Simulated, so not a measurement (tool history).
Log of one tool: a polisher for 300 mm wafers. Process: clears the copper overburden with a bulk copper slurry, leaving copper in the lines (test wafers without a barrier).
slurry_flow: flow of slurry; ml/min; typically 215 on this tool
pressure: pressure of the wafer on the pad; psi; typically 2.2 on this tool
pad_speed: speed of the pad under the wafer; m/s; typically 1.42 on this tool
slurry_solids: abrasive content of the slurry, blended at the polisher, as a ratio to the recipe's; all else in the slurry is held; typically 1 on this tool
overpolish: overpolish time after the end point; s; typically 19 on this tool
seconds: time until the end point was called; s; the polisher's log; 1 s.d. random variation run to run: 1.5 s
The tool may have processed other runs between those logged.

run,hour,slurry_flow,pressure,pad_speed,slurry_solids,overpolish,wafers since the last listed run,wafers polished on this pad,hours since the slurry nozzle was cleaned,hours since the head pressure was calibrated,hours since the slurry blender was calibrated,"incoming thickness of the incoming film, nm",seconds
1,0,215,2.2,1.78,1,19,0,2393,380.1,1017.1,13,1001,74.4
# hour 32.7: worn pad replaced by a new one
2,45.9,200,2.2,1.42,1,19,451,141,426,1063,58.9,1001.5,96.4
3,137.6,200,2.2,1.42,1,19,987,1129,517.7,1154.7,150.6,1012,97.6
# hour 209.2: slurry blender recalibrated
4,244.4,200,2.2,1.42,1,19,1128,2257,624.5,1261.5,35.2,998.2,98.1
# hour 274.9: slurry nozzle cleaned
5,308,215,2.2,1.42,1,19,673,2930,33.1,1325.1,98.8,1011.7,101.5
# hour 316.9: worn pad replaced by a new one
6,400.2,215,2.2,1.42,1,19,949,896,125.3,1417.3,191,1021.8,101.9
# hour 449.9: slurry blender recalibrated
# hour 461.5: head pressure recalibrated
7,536.8,215,2.2,1.42,1,19,1427,2323,261.9,75.3,86.9,1002.5,90.4
# hour 580.1: worn pad replaced by a new one
8,610.5,215,2.2,1.42,1,19,750,326,335.6,149,160.6,998.9,94.7
9,666.2,215,2.2,1.42,1,19,599,926,391.3,204.7,216.3,1017.5,93.4
# hour 711.8: slurry blender recalibrated
10,720.3,215,2.2,1.42,1,26,560,1487,445.4,258.8,8.5,1003.7,89.7
11,792.1,215,2.2,1.42,1,19,772,2260,517.2,330.6,80.3,995.7,90.3
# hour 831.1: worn pad replaced by a new one
12,865.9,215,2.2,1.42,1,19,751,374,591,404.4,154.1,996.2,91.3
# hour 881.4: slurry nozzle cleaned
13,952.4,215,2.2,1.42,1,19,920,1294,71,490.9,240.6,1025.9,97.8
# hour 967.6: slurry blender recalibrated
14,995.9,215,2.2,1,1,19,446,1741,114.5,534.4,28.3,999.5,133.8

Run 15 comes next. What will it give?
# hour 1064.3: worn pad replaced by a new one
15,1066.5,215,1.6,1.42,1,27,716,23,185.1,605,98.9,1010.4,?

seconds: 131 s
Minus the tool's unlogged condition, the same run would have read seconds 120.3 s.
